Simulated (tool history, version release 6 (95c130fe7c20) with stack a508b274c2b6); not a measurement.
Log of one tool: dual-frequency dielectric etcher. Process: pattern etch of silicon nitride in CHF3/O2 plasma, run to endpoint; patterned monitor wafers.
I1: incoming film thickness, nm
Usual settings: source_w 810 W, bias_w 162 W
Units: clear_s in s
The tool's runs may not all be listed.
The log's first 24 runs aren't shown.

{"run": 25, "day": 11.342, "source_w": 990, "bias_w": 126, "I1": 98.3, "clear_s": 67}
{"run": 26, "day": 11.738, "source_w": 990, "bias_w": 141, "I1": 99.1, "clear_s": 64.4}
{"day": 12.008, "done": "source power generator calibrated"}
{"run": 27, "day": 13.858, "source_w": 810, "bias_w": 123, "I1": 98.4, "clear_s": 75.5}
{"run": 28, "day": 14.204, "source_w": 810, "bias_w": 153, "I1": 99.3, "clear_s": 68.9}
{"run": 29, "day": 14.908, "source_w": 810, "bias_w": 162, "I1": 99.3, "clear_s": 66.1}
{"run": 30, "day": 15.321, "source_w": 710, "bias_w": 137, "I1": 99.3, "clear_s": 78}
{"run": 31, "day": 16.0, "source_w": 900, "bias_w": 199, "I1": 98.4, "clear_s": 57.1}
{"run": 32, "day": 16.654, "source_w": 810, "bias_w": 162, "I1": 99.9, "clear_s": 67.3}
{"run": 33, "day": 17.275, "source_w": 700, "bias_w": 162, "I1": 99.7, "clear_s": 72.8}

Forecast each of these 4 alternatives for the next run:
{"run": "A", "day": 17.292, "source_w": 810, "bias_w": 162, "I1": 99.1, "clear_s": "?"}
{"run": "B", "day": 17.292, "source_w": 960, "bias_w": 152, "I1": 99.1, "clear_s": "?"}
{"run": "C", "day": 17.292, "source_w": 700, "bias_w": 145, "I1": 99.1, "clear_s": "?"}
{"run": "D", "day": 17.292, "source_w": 720, "bias_w": 187, "I1": 99.1, "clear_s": "?"}

run=A clear_s=65.7
run=B clear_s=62.1
run=C clear_s=75.1
run=D clear_s=65.3
Without the tool's hidden state the same runs would have given:
run=A clear_s=65.7
run=B clear_s=62.1
run=C clear_s=75.1
run=D clear_s=65.3
